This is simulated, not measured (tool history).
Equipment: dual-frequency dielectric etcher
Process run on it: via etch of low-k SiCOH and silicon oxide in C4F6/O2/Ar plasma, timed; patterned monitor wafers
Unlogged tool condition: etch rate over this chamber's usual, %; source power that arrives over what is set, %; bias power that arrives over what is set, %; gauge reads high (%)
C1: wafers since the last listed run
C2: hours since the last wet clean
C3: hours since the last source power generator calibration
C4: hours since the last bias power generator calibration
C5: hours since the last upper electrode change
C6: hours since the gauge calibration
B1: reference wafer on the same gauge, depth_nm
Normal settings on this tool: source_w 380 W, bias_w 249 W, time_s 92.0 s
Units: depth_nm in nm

Run 1, hour 0.0: usual settings; C1 0; C2 31.0; C3 115.7; C4 4470.1; C5 4007.3; C6 846.0; B1 269.9. Result: depth_nm 307.9 nm.
Run 2, hour 75.0: usual settings; C1 539; C2 106.0; C3 190.7; C4 4545.1; C5 4082.3; C6 921.0; B1 269.9. Result: depth_nm 308.2 nm.
Run 3, hour 119.2: usual settings; C1 317; C2 150.2; C3 234.9; C4 4589.3; C5 4126.5; C6 965.2; B1 270.0. Result: depth_nm 309.2 nm.
Run 4, hour 160.3: usual settings but source_w 440 W; C1 295; C2 191.3; C3 276.0; C4 4630.4; C5 4167.6; C6 1006.3; B1 270.0. Result: depth_nm 328.3 nm.
Run 5, hour 225.6: usual settings but source_w 310 W, time_s 72.5 s; C1 469; C2 256.6; C3 341.3; C4 4695.7; C5 4232.9; C6 1071.6; B1 270.3. Result: depth_nm 223.4 nm.
Run 6, hour 277.4: usual settings but time_s 74.0 s; C1 372; C2 308.4; C3 393.1; C4 4747.5; C5 4284.7; C6 1123.4; B1 269.9. Result: depth_nm 248.9 nm.
At hour 300.8: bias power generator calibrated.
Run 7, hour 336.0: usual settings but source_w 340 W, time_s 117.5 s; C1 392; C2 367.0; C3 451.7; C4 35.2; C5 4343.3; C6 1182.0; B1 270.1. Result: depth_nm 378.0 nm.
Run 8, hour 361.7: usual settings but source_w 330 W, bias_w 280 W; C1 184; C2 392.7; C3 477.4; C4 60.9; C5 4369.0; C6 1207.7; B1 270.1. Result: depth_nm 308.4 nm.
Run 9, hour 479.1: usual settings but source_w 450 W, time_s 116.0 s; C1 843; C2 510.1; C3 594.8; C4 178.3; C5 4486.4; C6 1325.1; B1 270.2. Result: depth_nm 422.2 nm.
Run 10, hour 515.0: usual settings; C1 258; C2 546.0; C3 630.7; C4 214.2; C5 4522.3; C6 1361.0; B1 270.1. Result: depth_nm 311.4 nm.
Run 11, hour 542.3: usual settings but source_w 440 W, bias_w 196 W, time_s 65.5 s; C1 196; C2 573.3; C3 658.0; C4 241.5; C5 4549.6; C6 1388.3; B1 269.9. Result: depth_nm 212.9 nm.
Run 12, hour 577.0: usual settings but bias_w 206 W; C1 249; C2 608.0; C3 692.7; C4 276.2; C5 4584.3; C6 1423.0; B1 270.0. Result: depth_nm 287.8 nm.
At hour 602.6: gauge calibrated.
At hour 624.3: wet clean of the chamber.
Run 13, hour 629.3: usual settings; C1 203; C2 5.0; C3 745.0; C4 328.5; C5 4636.6; C6 26.7; B1 270.2. Result: depth_nm 309.1 nm.
Run 14, hour 670.4: usual settings but source_w 320 W, time_s 111.0 s; C1 295; C2 46.1; C3 786.1; C4 369.6; C5 4677.7; C6 67.8; B1 269.8. Result: depth_nm 346.2 nm.
Run 15, hour 702.5: usual settings but source_w 470 W, bias_w 267 W, time_s 105.0 s; C1 230; C2 78.2; C3 818.2; C4 401.7; C5 4709.8; C6 99.9; B1 270.1. Result: depth_nm 398.7 nm.
Run 16, hour 851.6: usual settings; C1 1071; C2 227.3; C3 967.3; C4 550.8; C5 4858.9; C6 249.0; B1 270.1. Result: depth_nm 308.8 nm.
At hour 910.3: upper electrode replaced.
Run 17, hour 910.8: usual settings but time_s 106.5 s; C1 253; C2 286.5; C3 1026.5; C4 610.0; C5 0.5; C6 308.2; B1 270.0. Result: depth_nm 359.0 nm.
Run 18, hour 921.6: usual settings but bias_w 272 W, time_s 69.0 s; C1 77; C2 297.3; C3 1037.3; C4 620.8; C5 11.3; C6 319.0; B1 270.2. Result: depth_nm 241.3 nm.
Run 19, hour 976.4: usual settings; C1 393; C2 352.1; C3 1092.1; C4 675.6; C5 66.1; C6 373.8; B1 269.9. Result: depth_nm 310.5 nm.
Run 20, hour 1002.2: usual settings but bias_w 220 W; C1 185; C2 377.9; C3 1117.9; C4 701.4; C5 91.9; C6 399.6; B1 270.3. Result: depth_nm 295.6 nm.
Run 21, hour 1056.4: usual settings but source_w 340 W, time_s 117.5 s; C1 389; C2 432.1; C3 1172.1; C4 755.6; C5 146.1; C6 453.8; B1 270.2. Result: depth_nm 380.0 nm.
Run 22, hour 1087.5: usual settings but source_w 470 W, bias_w 213 W, time_s 73.5 s; C1 223; C2 463.2; C3 1203.2; C4 786.7; C5 177.2; C6 484.9; B1 269.8. Result: depth_nm 254.0 nm.
Run 23, hour 1123.5: usual settings but time_s 83.5 s; C1 258; C2 499.2; C3 1239.2; C4 822.7; C5 213.2; C6 520.9; B1 270.0. Result: depth_nm 282.5 nm.
Run 24, hour 1193.5: usual settings but source_w 320 W; C1 503; C2 569.2; C3 1309.2; C4 892.7; C5 283.2; C6 590.9; B1 270.0. Result: depth_nm 289.4 nm.
Run 25, hour 1246.5: usual settings; C1 381; C2 622.2; C3 1362.2; C4 945.7; C5 336.2; C6 643.9; B1 270.1. Result: depth_nm 312.4 nm.
At hour 1271.7: wet clean of the chamber.
Run 26, hour 1277.7: usual settings but source_w 430 W, bias_w 295 W, time_s 68.0 s; C1 51; C2 6.0; C3 1393.4; C4 976.9; C5 367.4; C6 675.1; B1 270.0. Result: depth_nm 259.5 nm.
Run 27, hour 1341.9: usual settings but source_w 330 W, bias_w 267 W, time_s 73.5 s; C1 461; C2 70.2; C3 1457.6; C4 1041.1; C5 431.6; C6 739.3; B1 269.7. Result: depth_nm 240.5 nm.
Run 28, hour 1382.4: usual settings but bias_w 299 W, time_s 116.5 s; C1 291; C2 110.7; C3 1498.1; C4 1081.6; C5 472.1; C6 779.8; B1 270.2. Result: depth_nm 424.5 nm.
Run 29, hour 1442.3: usual settings; C1 430; C2 170.6; C3 1558.0; C4 1141.5; C5 532.0; C6 839.7; B1 270.1. Result: depth_nm 311.9 nm.

5 options for the next run, each taken on its own from the tool as it stands now. Forecast them:
Run A, hour 1442.7: usual settings but source_w 350 W; C1 2; C2 171.0; C3 1558.4; C4 1141.9; C5 532.4; C6 840.1; B1 ?. Result: depth_nm ?.
Run B, hour 1442.7: usual settings but bias_w 205 W; C1 2; C2 171.0; C3 1558.4; C4 1141.9; C5 532.4; C6 840.1; B1 ?. Result: depth_nm ?.
Run C, hour 1442.7: usual settings but source_w 450 W, bias_w 286 W, time_s 73.5 s; C1 2; C2 171.0; C3 1558.4; C4 1141.9; C5 532.4; C6 840.1; B1 ?. Result: depth_nm ?.
Run D, hour 1442.7: usual settings but source_w 310 W, bias_w 290 W, time_s 108.5 s; C1 2; C2 171.0; C3 1558.4; C4 1141.9; C5 532.4; C6 840.1; B1 ?. Result: depth_nm ?.
Run E, hour 1442.7: usual settings but source_w 460 W; C1 2; C2 171.0; C3 1558.4; C4 1141.9; C5 532.4; C6 840.1; B1 ?. Result: depth_nm ?.

run     B1  depth_nm
  A  269.7     299.3
  B  269.7     284.7
  C  269.7     282.4
  D  269.7     358.1
  E  269.7     336.2
Without the tool's hidden state the same runs would have given:
run  depth_nm
  A     296.7
  B     282.2
  C     280.0
  D     355.0
  E     333.3
